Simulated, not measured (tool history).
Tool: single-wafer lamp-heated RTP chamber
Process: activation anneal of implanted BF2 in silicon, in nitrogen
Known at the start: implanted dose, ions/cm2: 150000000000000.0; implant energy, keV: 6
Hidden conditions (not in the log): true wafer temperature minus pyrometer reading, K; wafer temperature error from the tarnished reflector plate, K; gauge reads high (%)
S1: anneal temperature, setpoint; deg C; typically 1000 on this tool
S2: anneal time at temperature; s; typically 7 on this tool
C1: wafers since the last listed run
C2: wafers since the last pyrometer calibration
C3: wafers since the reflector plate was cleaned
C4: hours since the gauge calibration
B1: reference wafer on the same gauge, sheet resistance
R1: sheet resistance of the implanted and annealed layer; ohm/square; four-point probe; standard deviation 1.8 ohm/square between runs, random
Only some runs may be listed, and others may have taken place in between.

run 1 hour=0.0 | S1=1000 S2=7 | C1=0 C2=3025 C3=7367 C4=74.6 | B1=699.70 | R1=818.07
-- hour=6.4 pyrometer window cleaned and pyrometer calibrated
run 2 hour=15.5 | S1=1000 S2=7 | C1=167 C2=167 C3=7534 C4=90.1 | B1=700.14 | R1=817.99
run 3 hour=22.1 | S1=1000 S2=7 | C1=121 C2=288 C3=7655 C4=96.7 | B1=699.81 | R1=822.36
run 4 hour=75.3 | S1=1000 S2=7 | C1=980 C2=1268 C3=8636 C4=149.9 | B1=700.33 | R1=817.69
run 5 hour=90.2 | S1=1000 S2=7 | C1=274 C2=1543 C3=8910 C4=164.8 | B1=699.75 | R1=818.76
run 6 hour=101.7 | S1=1000 S2=7 | C1=211 C2=1755 C3=9122 C4=176.3 | B1=699.76 | R1=821.19
run 7 hour=117.4 | S1=984 S2=7 | C1=289 C2=2044 C3=9411 C4=192.0 | B1=699.95 | R1=826.71
run 8 hour=127.2 | S1=984 S2=7 | C1=180 C2=2225 C3=9592 C4=201.8 | B1=699.95 | R1=826.45
run 9 hour=146.1 | S1=982 S2=4 | C1=348 C2=2573 C3=9940 C4=220.7 | B1=699.82 | R1=835.35
-- hour=148.5 gauge calibrated
-- hour=159.5 reflector plate cleaned
run 10 hour=161.8 | S1=1029 S2=4 | C1=141 C2=2715 C3=41 C4=13.3 | B1=699.88 | R1=813.12
-- hour=175.2 pyrometer window cleaned and pyrometer calibrated
run 11 hour=175.7 | S1=1028 S2=7 | C1=108 C2=9 C3=150 C4=27.2 | B1=700.13 | R1=801.52
run 12 hour=182.3 | S1=1020 S2=6 | C1=121 C2=131 C3=271 C4=33.8 | B1=699.80 | R1=809.80
run 13 hour=197.1 | S1=1029 S2=9 | C1=272 C2=403 C3=544 C4=48.6 | B1=700.10 | R1=796.84
run 14 hour=231.3 | S1=1000 S2=7 | C1=630 C2=1033 C3=1174 C4=82.8 | B1=699.95 | R1=821.20
run 15 hour=245.0 | S1=972 S2=5 | C1=252 C2=1286 C3=1427 C4=96.5 | B1=699.93 | R1=840.42
run 16 hour=258.4 | S1=976 S2=4 | C1=246 C2=1533 C3=1673 C4=109.9 | B1=700.11 | R1=835.51

Forecast each of these 4 alternatives for the next run:
run A hour=258.8 | S1=1000 S2=7 | C1=7 C2=1540 C3=1681 C4=110.3 | B1=? | R1=?
run B hour=258.8 | S1=1021 S2=3 | C1=7 C2=1540 C3=1681 C4=110.3 | B1=? | R1=?
run C hour=258.8 | S1=1009 S2=7 | C1=7 C2=1540 C3=1681 C4=110.3 | B1=? | R1=?
run D hour=258.8 | S1=1000 S2=9 | C1=7 C2=1540 C3=1681 C4=110.3 | B1=? | R1=?

run=A B1=700.15 R1=822.06
run=B B1=700.15 R1=824.15
run=C B1=700.15 R1=816.51
run=D B1=700.15 R1=817.06
With no hidden state in the tool, these same runs would have given:
run=A R1=822.06
run=B R1=824.15
run=C R1=816.51
run=D R1=817.06

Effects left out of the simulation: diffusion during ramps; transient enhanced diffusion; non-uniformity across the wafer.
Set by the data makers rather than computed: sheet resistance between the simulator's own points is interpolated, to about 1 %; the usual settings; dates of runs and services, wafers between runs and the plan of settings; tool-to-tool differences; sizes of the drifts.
